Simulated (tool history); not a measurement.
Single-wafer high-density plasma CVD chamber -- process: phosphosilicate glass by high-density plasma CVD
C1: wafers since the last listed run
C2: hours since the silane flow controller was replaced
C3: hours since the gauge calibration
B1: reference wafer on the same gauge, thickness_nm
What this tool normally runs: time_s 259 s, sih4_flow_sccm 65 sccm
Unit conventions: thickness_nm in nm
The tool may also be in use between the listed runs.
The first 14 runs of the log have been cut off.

run 15 hour=179.9 | time_s=235 sih4_flow_sccm=65 | C1=107 C2=4551.5 C3=392.6 | B1=1639.452 | thickness_nm=1568.324
run 16 hour=188.5 | time_s=259 sih4_flow_sccm=65 | C1=64 C2=4560.1 C3=401.2 | B1=1640.192 | thickness_nm=1728.984
run 17 hour=198.7 | time_s=282 sih4_flow_sccm=65 | C1=76 C2=4570.3 C3=411.4 | B1=1640.194 | thickness_nm=1879.064
run 18 hour=215.9 | time_s=282 sih4_flow_sccm=65 | C1=129 C2=4587.5 C3=428.6 | B1=1640.167 | thickness_nm=1879.26
-- hour=240.9 silane flow controller replaced
run 19 hour=246.7 | time_s=207 sih4_flow_sccm=65 | C1=171 C2=5.8 C3=459.4 | B1=1639.862 | thickness_nm=1296.941
run 20 hour=261.1 | time_s=309 sih4_flow_sccm=71 | C1=108 C2=20.2 C3=473.8 | B1=1640.24 | thickness_nm=2107.289
run 21 hour=277.5 | time_s=240 sih4_flow_sccm=75 | C1=123 C2=36.6 C3=490.2 | B1=1639.871 | thickness_nm=1732.81
run 22 hour=289.6 | time_s=259 sih4_flow_sccm=70 | C1=90 C2=48.7 C3=502.3 | B1=1639.936 | thickness_nm=1742.744
run 23 hour=301.5 | time_s=212 sih4_flow_sccm=57 | C1=89 C2=60.6 C3=514.2 | B1=1639.686 | thickness_nm=1160.725
-- hour=304.8 gauge calibrated
run 24 hour=309.5 | time_s=238 sih4_flow_sccm=65 | C1=60 C2=68.6 C3=4.7 | B1=1639.79 | thickness_nm=1488.604
run 25 hour=322.4 | time_s=244 sih4_flow_sccm=75 | C1=96 C2=81.5 C3=17.6 | B1=1640.104 | thickness_nm=1764.001
run 26 hour=330.8 | time_s=273 sih4_flow_sccm=59 | C1=63 C2=89.9 C3=26 | B1=1640.305 | thickness_nm=1553.873
run 27 hour=347.2 | time_s=292 sih4_flow_sccm=75 | C1=123 C2=106.3 C3=42.4 | B1=1640.019 | thickness_nm=2111.193
run 28 hour=355 | time_s=259 sih4_flow_sccm=65 | C1=58 C2=114.1 C3=50.2 | B1=1639.965 | thickness_nm=1621.466
run 29 hour=371.8 | time_s=240 sih4_flow_sccm=75 | C1=126 C2=130.9 C3=67 | B1=1640.143 | thickness_nm=1740.059
run 30 hour=380.5 | time_s=308 sih4_flow_sccm=55 | C1=65 C2=139.6 C3=75.7 | B1=1640.411 | thickness_nm=1633.611
run 31 hour=392.3 | time_s=259 sih4_flow_sccm=65 | C1=88 C2=151.4 C3=87.5 | B1=1639.99 | thickness_nm=1622.244
run 32 hour=409 | time_s=304 sih4_flow_sccm=61 | C1=125 C2=168.1 C3=104.2 | B1=1639.713 | thickness_nm=1789.31
run 33 hour=442.3 | time_s=259 sih4_flow_sccm=65 | C1=249 C2=201.4 C3=137.5 | B1=1639.481 | thickness_nm=1626.279
run 34 hour=468.8 | time_s=292 sih4_flow_sccm=75 | C1=198 C2=227.9 C3=164 | B1=1639.927 | thickness_nm=2112.445
run 35 hour=478.2 | time_s=212 sih4_flow_sccm=70 | C1=70 C2=237.3 C3=173.4 | B1=1639.583 | thickness_nm=1429.787
run 36 hour=489.1 | time_s=259 sih4_flow_sccm=54 | C1=81 C2=248.2 C3=184.3 | B1=1639.871 | thickness_nm=1347.678
run 37 hour=495.3 | time_s=259 sih4_flow_sccm=53 | C1=46 C2=254.4 C3=190.5 | B1=1639.744 | thickness_nm=1324.088

Here are 5 independent what-if runs from the current tool condition. What would each one return?
run A hour=495.8 | time_s=259 sih4_flow_sccm=60 | C1=3 C2=254.9 C3=191 | B1=? | thickness_nm=?
run B hour=495.8 | time_s=288 sih4_flow_sccm=61 | C1=3 C2=254.9 C3=191 | B1=? | thickness_nm=?
run C hour=495.8 | time_s=308 sih4_flow_sccm=69 | C1=3 C2=254.9 C3=191 | B1=? | thickness_nm=?
run D hour=495.8 | time_s=228 sih4_flow_sccm=56 | C1=3 C2=254.9 C3=191 | B1=? | thickness_nm=?
run E hour=495.8 | time_s=209 sih4_flow_sccm=73 | C1=3 C2=254.9 C3=191 | B1=? | thickness_nm=?

run=A B1=1640.457 thickness_nm=1505.781
run=B B1=1640.457 thickness_nm=1702.288
run=C B1=1640.457 thickness_nm=2059.257
run=D B1=1640.457 thickness_nm=1237.182
run=E B1=1640.457 thickness_nm=1478.359
Had the tool no hidden state, the same runs would have come out as:
run=A thickness_nm=1495.831
run=B thickness_nm=1691.04
run=C thickness_nm=2045.65
run=D thickness_nm=1229.007
run=E thickness_nm=1468.591
